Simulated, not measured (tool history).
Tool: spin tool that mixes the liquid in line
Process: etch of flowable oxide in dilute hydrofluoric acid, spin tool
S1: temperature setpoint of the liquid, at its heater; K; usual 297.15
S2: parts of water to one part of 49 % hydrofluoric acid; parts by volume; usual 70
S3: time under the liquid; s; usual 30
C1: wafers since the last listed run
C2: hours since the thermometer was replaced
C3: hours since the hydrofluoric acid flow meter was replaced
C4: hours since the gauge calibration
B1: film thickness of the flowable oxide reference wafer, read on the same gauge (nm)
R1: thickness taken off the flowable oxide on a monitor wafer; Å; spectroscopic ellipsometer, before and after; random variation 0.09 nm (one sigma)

{"run": 1, "hour": 0.0, "S1": 297.15, "S2": 60, "S3": 30, "C1": 0, "C2": 1140.3, "C3": 326.0, "C4": 196.1, "B1": 109.99, "R1": 213.0}
{"run": 2, "hour": 20.4, "S1": 297.15, "S2": 70, "S3": 30, "C1": 401, "C2": 1160.7, "C3": 346.4, "C4": 216.5, "B1": 110.01, "R1": 179.1}
{"run": 3, "hour": 46.4, "S1": 297.15, "S2": 70, "S3": 30, "C1": 512, "C2": 1186.7, "C3": 372.4, "C4": 242.5, "B1": 110.02, "R1": 178.8}
{"run": 4, "hour": 79.0, "S1": 297.15, "S2": 70, "S3": 30, "C1": 642, "C2": 1219.3, "C3": 405.0, "C4": 275.1, "B1": 110.01, "R1": 179.5}
{"run": 5, "hour": 129.6, "S1": 297.15, "S2": 70, "S3": 30, "C1": 996, "C2": 1269.9, "C3": 455.6, "C4": 325.7, "B1": 109.99, "R1": 179.4}
{"run": 6, "hour": 153.9, "S1": 297.15, "S2": 70, "S3": 30, "C1": 478, "C2": 1294.2, "C3": 479.9, "C4": 350.0, "B1": 109.96, "R1": 179.4}
{"run": 7, "hour": 185.6, "S1": 297.15, "S2": 70, "S3": 30, "C1": 624, "C2": 1325.9, "C3": 511.6, "C4": 381.7, "B1": 110.01, "R1": 177.7}
{"run": 8, "hour": 210.2, "S1": 297.15, "S2": 70, "S3": 30, "C1": 484, "C2": 1350.5, "C3": 536.2, "C4": 406.3, "B1": 109.99, "R1": 179.0}
{"hour": 220.5, "done": "thermometer replaced"}
{"run": 9, "hour": 227.7, "S1": 297.15, "S2": 70, "S3": 30, "C1": 325, "C2": 7.2, "C3": 553.7, "C4": 423.8, "B1": 109.99, "R1": 177.7}
{"run": 10, "hour": 244.4, "S1": 297.15, "S2": 70, "S3": 30, "C1": 328, "C2": 23.9, "C3": 570.4, "C4": 440.5, "B1": 110.01, "R1": 178.3}
{"run": 11, "hour": 268.7, "S1": 297.15, "S2": 70, "S3": 30, "C1": 478, "C2": 48.2, "C3": 594.7, "C4": 464.8, "B1": 110.0, "R1": 178.5}
{"run": 12, "hour": 303.4, "S1": 297.15, "S2": 70, "S3": 30, "C1": 683, "C2": 82.9, "C3": 629.4, "C4": 499.5, "B1": 109.98, "R1": 178.8}
{"run": 13, "hour": 328.9, "S1": 297.15, "S2": 70, "S3": 30, "C1": 502, "C2": 108.4, "C3": 654.9, "C4": 525.0, "B1": 110.0, "R1": 179.1}
{"hour": 332.9, "done": "hydrofluoric acid flow meter replaced"}
{"run": 14, "hour": 363.4, "S1": 294.15, "S2": 70, "S3": 30, "C1": 659, "C2": 142.9, "C3": 30.5, "C4": 559.5, "B1": 109.99, "R1": 157.7}
{"run": 15, "hour": 388.5, "S1": 294.15, "S2": 70, "S3": 30, "C1": 494, "C2": 168.0, "C3": 55.6, "C4": 584.6, "B1": 109.99, "R1": 158.9}
{"run": 16, "hour": 402.6, "S1": 297.15, "S2": 105, "S3": 30, "C1": 277, "C2": 182.1, "C3": 69.7, "C4": 598.7, "B1": 110.01, "R1": 114.8}
{"run": 17, "hour": 418.5, "S1": 297.15, "S2": 70, "S3": 25, "C1": 313, "C2": 198.0, "C3": 85.6, "C4": 614.6, "B1": 109.99, "R1": 148.4}
{"run": 18, "hour": 442.2, "S1": 297.15, "S2": 70, "S3": 30, "C1": 466, "C2": 221.7, "C3": 109.3, "C4": 638.3, "B1": 110.0, "R1": 179.9}
{"hour": 468.6, "done": "gauge calibrated"}
{"run": 19, "hour": 471.4, "S1": 294.15, "S2": 45, "S3": 40, "C1": 575, "C2": 250.9, "C3": 138.5, "C4": 2.8, "B1": 110.01, "R1": 339.0}
{"run": 20, "hour": 486.7, "S1": 297.15, "S2": 105, "S3": 30, "C1": 301, "C2": 266.2, "C3": 153.8, "C4": 18.1, "B1": 110.02, "R1": 113.8}
{"run": 21, "hour": 516.0, "S1": 297.15, "S2": 105, "S3": 30, "C1": 577, "C2": 295.5, "C3": 183.1, "C4": 47.4, "B1": 109.98, "R1": 114.2}
{"run": 22, "hour": 546.1, "S1": 301.15, "S2": 45, "S3": 35, "C1": 592, "C2": 325.6, "C3": 213.2, "C4": 77.5, "B1": 110.01, "R1": 396.4}
{"run": 23, "hour": 562.6, "S1": 297.15, "S2": 70, "S3": 30, "C1": 325, "C2": 342.1, "C3": 229.7, "C4": 94.0, "B1": 110.0, "R1": 177.9}
{"run": 24, "hour": 593.8, "S1": 297.15, "S2": 70, "S3": 30, "C1": 614, "C2": 373.3, "C3": 260.9, "C4": 125.2, "B1": 109.98, "R1": 179.1}
{"run": 25, "hour": 611.5, "S1": 301.15, "S2": 70, "S3": 45, "C1": 348, "C2": 391.0, "C3": 278.6, "C4": 142.9, "B1": 110.0, "R1": 313.3}
{"run": 26, "hour": 627.6, "S1": 293.65, "S2": 105, "S3": 15, "C1": 317, "C2": 407.1, "C3": 294.7, "C4": 159.0, "B1": 110.01, "R1": 49.7}
{"run": 27, "hour": 643.1, "S1": 297.15, "S2": 55, "S3": 30, "C1": 305, "C2": 422.6, "C3": 310.2, "C4": 174.5, "B1": 109.99, "R1": 231.7}
{"run": 28, "hour": 673.4, "S1": 294.15, "S2": 80, "S3": 15, "C1": 596, "C2": 452.9, "C3": 340.5, "C4": 204.8, "B1": 109.99, "R1": 68.7}
{"run": 29, "hour": 709.2, "S1": 297.15, "S2": 70, "S3": 15, "C1": 705, "C2": 488.7, "C3": 376.3, "C4": 240.6, "B1": 109.99, "R1": 89.2}
{"run": 30, "hour": 722.9, "S1": 294.65, "S2": 100, "S3": 15, "C1": 269, "C2": 502.4, "C3": 390.0, "C4": 254.3, "B1": 110.01, "R1": 54.9}
{"run": 31, "hour": 739.6, "S1": 297.15, "S2": 80, "S3": 25, "C1": 328, "C2": 519.1, "C3": 406.7, "C4": 271.0, "B1": 110.02, "R1": 130.2}
{"run": 32, "hour": 766.6, "S1": 294.15, "S2": 70, "S3": 30, "C1": 531, "C2": 546.1, "C3": 433.7, "C4": 298.0, "B1": 110.0, "R1": 158.7}
{"run": 33, "hour": 781.3, "S1": 299.65, "S2": 40, "S3": 50, "C1": 289, "C2": 560.8, "C3": 448.4, "C4": 312.7, "B1": 109.98, "R1": 603.8}

The tool's hidden state at each run:
liquid colder than its thermometer reads (K): 0 in every run
hydrofluoric acid flow below the setpoint (%): 0 in every run
gauge reads high (%): 0 in every run

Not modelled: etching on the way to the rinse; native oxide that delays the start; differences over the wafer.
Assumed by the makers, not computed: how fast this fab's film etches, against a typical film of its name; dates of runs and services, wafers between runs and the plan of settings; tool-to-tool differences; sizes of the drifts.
